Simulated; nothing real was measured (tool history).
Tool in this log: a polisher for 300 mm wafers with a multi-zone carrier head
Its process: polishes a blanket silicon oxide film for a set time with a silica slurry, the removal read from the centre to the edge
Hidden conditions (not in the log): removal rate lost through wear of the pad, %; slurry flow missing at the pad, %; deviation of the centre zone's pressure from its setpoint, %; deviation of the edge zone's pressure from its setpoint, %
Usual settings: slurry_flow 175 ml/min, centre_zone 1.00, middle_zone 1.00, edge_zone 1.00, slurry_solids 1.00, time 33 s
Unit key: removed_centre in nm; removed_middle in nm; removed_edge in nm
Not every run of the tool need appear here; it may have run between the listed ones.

| run | hour | slurry_flow | centre_zone | middle_zone | edge_zone | slurry_solids | time | wafers since the last listed run | wafers polished on this pad | hours since the slurry nozzle was cleaned | hours since the centre zone pressure was calibrated | hours since the edge zone pressure was calibrated | hours since the carrier head's membrane was replaced | incoming thickness of the incoming film, nm | removed_centre | removed_middle | removed_edge |
|---|---|---|---|---|---|---|---|---|---|---|---|---|---|---|---|---|---|
| 1 | 0.0 | 175 | 1.00 | 0.93 | 1.00 | 1.00 | 33 | 0 | 524 | 310.1 | 388.5 | 444.7 | 1254.4 | 773.7 | 126.3 | 116.2 | 118.7 |
| 2 | 29.9 | 145 | 1.00 | 1.00 | 1.00 | 1.00 | 28 | 301 | 825 | 340.0 | 418.4 | 474.6 | 1284.3 | 770.8 | 100.1 | 103.8 | 95.0 |
| 3 | 98.6 | 145 | 1.00 | 1.00 | 1.00 | 1.00 | 28 | 692 | 1518 | 408.7 | 487.1 | 543.3 | 1353.0 | 767.2 | 98.6 | 98.5 | 93.8 |
| 4 | 153.2 | 145 | 1.00 | 1.00 | 1.00 | 1.00 | 28 | 550 | 2068 | 463.3 | 541.7 | 597.9 | 1407.6 | 769.6 | 98.4 | 98.9 | 94.3 |
| 5 | 188.4 | 175 | 1.00 | 1.00 | 1.00 | 1.00 | 33 | 354 | 2423 | 498.5 | 576.9 | 633.1 | 1442.8 | 757.5 | 119.3 | 117.8 | 111.5 |
|  | 199.3 | centre zone pressure recalibrated |
| 6 | 229.3 | 175 | 1.00 | 1.00 | 1.00 | 1.00 | 33 | 392 | 2815 | 539.4 | 30.0 | 674.0 | 1483.7 | 769.5 | 114.8 | 112.0 | 106.9 |
|  | 233.4 | worn pad replaced by a new one |
|  | 340.7 | slurry nozzle cleaned |
| 7 | 420.6 | 175 | 1.00 | 1.00 | 1.00 | 1.00 | 33 | 1878 | 1876 | 79.9 | 221.3 | 865.3 | 1675.0 | 765.6 | 117.1 | 118.1 | 113.4 |
|  | 473.8 | worn pad replaced by a new one |
| 8 | 486.6 | 175 | 1.00 | 1.00 | 1.00 | 1.00 | 33 | 625 | 129 | 145.9 | 287.3 | 931.3 | 1741.0 | 777.9 | 127.7 | 124.3 | 119.9 |
|  | 503.7 | carrier head's membrane replaced by a new one |
|  | 531.9 | edge zone pressure recalibrated |
| 9 | 544.3 | 175 | 1.00 | 1.00 | 1.00 | 1.00 | 33 | 511 | 640 | 203.6 | 345.0 | 12.4 | 40.6 | 777.1 | 126.4 | 124.0 | 119.1 |
| 10 | 611.1 | 175 | 1.00 | 1.00 | 1.00 | 1.00 | 33 | 673 | 1313 | 270.4 | 411.8 | 79.2 | 107.4 | 770.6 | 128.7 | 122.9 | 117.3 |
| 11 | 674.9 | 175 | 1.00 | 1.11 | 1.00 | 1.00 | 33 | 643 | 1957 | 334.2 | 475.6 | 143.0 | 171.2 | 767.4 | 121.5 | 128.7 | 111.7 |
|  | 736.9 | worn pad replaced by a new one |
| 12 | 745.7 | 175 | 0.94 | 0.96 | 0.89 | 1.00 | 33 | 673 | 88 | 405.0 | 546.4 | 213.8 | 242.0 | 766.3 | 118.2 | 120.0 | 111.6 |
| 13 | 771.2 | 175 | 1.00 | 1.00 | 1.00 | 1.00 | 33 | 257 | 345 | 430.5 | 571.9 | 239.3 | 267.5 | 771.8 | 128.8 | 124.1 | 122.2 |
|  | 786.5 | centre zone pressure recalibrated |
| 14 | 806.9 | 175 | 1.00 | 1.00 | 1.08 | 0.75 | 33 | 339 | 685 | 466.2 | 20.4 | 275.0 | 303.2 | 760.0 | 110.7 | 112.0 | 112.0 |
| 15 | 843.4 | 220 | 1.00 | 1.04 | 1.00 | 1.15 | 37 | 367 | 1053 | 502.7 | 56.9 | 311.5 | 339.7 | 782.0 | 151.3 | 155.1 | 142.4 |
| 16 | 897.9 | 175 | 1.00 | 1.08 | 1.06 | 1.00 | 43 | 549 | 1602 | 557.2 | 111.4 | 366.0 | 394.2 | 763.4 | 157.1 | 169.8 | 153.8 |
| 17 | 959.7 | 175 | 0.94 | 1.00 | 1.00 | 1.00 | 33 | 623 | 2225 | 619.0 | 173.2 | 427.8 | 456.0 | 768.1 | 112.9 | 119.4 | 113.1 |
|  | 980.6 | worn pad replaced by a new one |
| 18 | 1030.9 | 175 | 1.00 | 0.88 | 1.05 | 1.00 | 33 | 677 | 506 | 690.2 | 244.4 | 499.0 | 527.2 | 760.6 | 126.0 | 112.4 | 123.3 |
| 19 | 1059.3 | 155 | 1.00 | 1.08 | 0.94 | 1.00 | 23 | 286 | 792 | 718.6 | 272.8 | 527.4 | 555.6 | 778.2 | 85.4 | 89.6 | 77.6 |
| 20 | 1111.6 | 140 | 1.00 | 1.00 | 0.89 | 1.00 | 33 | 527 | 1320 | 770.9 | 325.1 | 579.7 | 607.9 | 781.5 | 116.8 | 116.6 | 104.2 |
|  | 1114.5 | slurry nozzle cleaned |
| 21 | 1167.0 | 175 | 1.00 | 0.95 | 1.00 | 0.85 | 33 | 548 | 1868 | 52.5 | 380.5 | 635.1 | 663.3 | 779.4 | 115.4 | 107.4 | 109.1 |

4 ways to go on from here, each from the tool as it stands after run 21. What would each give?
| A | 1167.4 | 175 | 1.00 | 1.00 | 1.00 | 1.00 | 33 | 4 | 1872 | 52.9 | 380.9 | 635.5 | 663.7 | 761.9 | ? | ? | ? |
| B | 1167.4 | 175 | 1.00 | 0.94 | 1.00 | 1.00 | 33 | 4 | 1872 | 52.9 | 380.9 | 635.5 | 663.7 | 761.9 | ? | ? | ? |
| C | 1167.4 | 150 | 1.00 | 1.00 | 0.89 | 0.90 | 43 | 4 | 1872 | 52.9 | 380.9 | 635.5 | 663.7 | 761.9 | ? | ? | ? |
| D | 1167.4 | 175 | 1.00 | 1.00 | 1.00 | 1.00 | 22 | 4 | 1872 | 52.9 | 380.9 | 635.5 | 663.7 | 761.9 | ? | ? | ? |

| run | removed_centre | removed_middle | removed_edge |
|---|---|---|---|
| A | 120.6 | 117.4 | 114.3 |
| B | 120.5 | 111.5 | 114.3 |
| C | 146.3 | 143.0 | 132.8 |
| D | 80.4 | 78.3 | 76.2 |
Without the tool's unlogged condition, the same runs would have read:
| run | removed_centre | removed_middle | removed_edge |
|---|---|---|---|
| A | 127.4 | 124.0 | 120.7 |
| B | 127.4 | 117.8 | 120.8 |
| C | 154.5 | 151.0 | 140.3 |
| D | 84.9 | 82.7 | 80.5 |
